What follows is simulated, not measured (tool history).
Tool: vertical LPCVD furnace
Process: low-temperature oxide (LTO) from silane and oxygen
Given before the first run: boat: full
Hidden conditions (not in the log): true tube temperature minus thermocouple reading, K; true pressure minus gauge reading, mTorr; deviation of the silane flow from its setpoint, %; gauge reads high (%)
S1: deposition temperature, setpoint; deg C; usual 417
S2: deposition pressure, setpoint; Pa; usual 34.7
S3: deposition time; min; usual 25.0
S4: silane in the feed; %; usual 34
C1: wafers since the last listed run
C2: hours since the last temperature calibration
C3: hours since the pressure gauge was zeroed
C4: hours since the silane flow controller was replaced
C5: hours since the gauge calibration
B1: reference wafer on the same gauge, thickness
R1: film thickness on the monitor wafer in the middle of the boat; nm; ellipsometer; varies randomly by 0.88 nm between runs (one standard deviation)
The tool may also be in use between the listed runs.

Run 1, hour 0.0: usual settings but S1 412 deg C, S4 37 %; C1 0; C2 3586.6; C3 1658.1; C4 2186.2; C5 421.7; B1 243.70. Result: R1 270.72 nm.
Run 2, hour 40.6: usual settings; C1 691; C2 3627.2; C3 1698.7; C4 2226.8; C5 462.3; B1 244.14. Result: R1 257.12 nm.
Run 3, hour 53.1: usual settings; C1 213; C2 3639.7; C3 1711.2; C4 2239.3; C5 474.8; B1 243.79. Result: R1 258.72 nm.
Run 4, hour 69.0: usual settings; C1 270; C2 3655.6; C3 1727.1; C4 2255.2; C5 490.7; B1 244.02. Result: R1 259.36 nm.
Run 5, hour 87.9: usual settings but S1 420 deg C; C1 322; C2 3674.5; C3 1746.0; C4 2274.1; C5 509.6; B1 244.06. Result: R1 266.26 nm.
Run 6, hour 101.1: usual settings; C1 224; C2 3687.7; C3 1759.2; C4 2287.3; C5 522.8; B1 243.62. Result: R1 257.96 nm.
Run 7, hour 113.4: usual settings; C1 209; C2 3700.0; C3 1771.5; C4 2299.6; C5 535.1; B1 243.86. Result: R1 257.53 nm.
At hour 124.6: gauge calibrated.
At hour 146.2: silane flow controller replaced.
Run 8, hour 146.7: usual settings; C1 158; C2 3733.3; C3 1804.8; C4 0.5; C5 22.1; B1 244.12. Result: R1 258.97 nm.
Run 9, hour 151.7: usual settings but S1 405 deg C, S2 26.7 Pa; C1 85; C2 3738.3; C3 1809.8; C4 5.5; C5 27.1; B1 244.09. Result: R1 170.46 nm.
Run 10, hour 162.3: usual settings but S3 19.0 min, S4 30 %; C1 180; C2 3748.9; C3 1820.4; C4 16.1; C5 37.7; B1 244.39. Result: R1 164.84 nm.
Run 11, hour 178.7: usual settings but S3 31.0 min, S4 40 %; C1 279; C2 3765.3; C3 1836.8; C4 32.5; C5 54.1; B1 244.19. Result: R1 388.39 nm.
Run 12, hour 191.6: usual settings but S1 423 deg C; C1 219; C2 3778.2; C3 1849.7; C4 45.4; C5 67.0; B1 244.08. Result: R1 275.35 nm.
At hour 231.6: thermocouples replaced and temperature profile calibrated.
Run 13, hour 232.1: usual settings but S3 34.0 min; C1 281; C2 0.5; C3 1890.2; C4 85.9; C5 107.5; B1 243.99. Result: R1 349.08 nm.
Run 14, hour 237.2: usual settings; C1 86; C2 5.6; C3 1895.3; C4 91.0; C5 112.6; B1 244.01. Result: R1 257.02 nm.
Run 15, hour 242.2: usual settings; C1 21; C2 10.6; C3 1900.3; C4 96.0; C5 117.6; B1 243.81. Result: R1 257.04 nm.
At hour 262.5: pressure gauge zeroed.
Run 16, hour 263.0: usual settings but S1 421 deg C, S2 28.0 Pa, S3 32.5 min, S4 27 %; C1 8; C2 31.4; C3 0.5; C4 116.8; C5 138.4; B1 243.92. Result: R1 212.38 nm.
Run 17, hour 268.0: usual settings but S1 420 deg C, S2 42.0 Pa, S3 20.5 min, S4 31 %; C1 85; C2 36.4; C3 5.5; C4 121.8; C5 143.4; B1 243.64. Result: R1 243.66 nm.

Run 18 has not been measured yet. What should we expect?
Run 18, hour 276.9: usual settings but S2 41.3 Pa; C1 151; C2 45.3; C3 14.4; C4 130.7; C5 152.3; B1 ?. Result: R1 ?.

{"run 18": {"B1": 243.86, "R1": 318.52}}
On a tool with no hidden condition, and with the same random variation, this run would have come out at R1 321.70 nm.
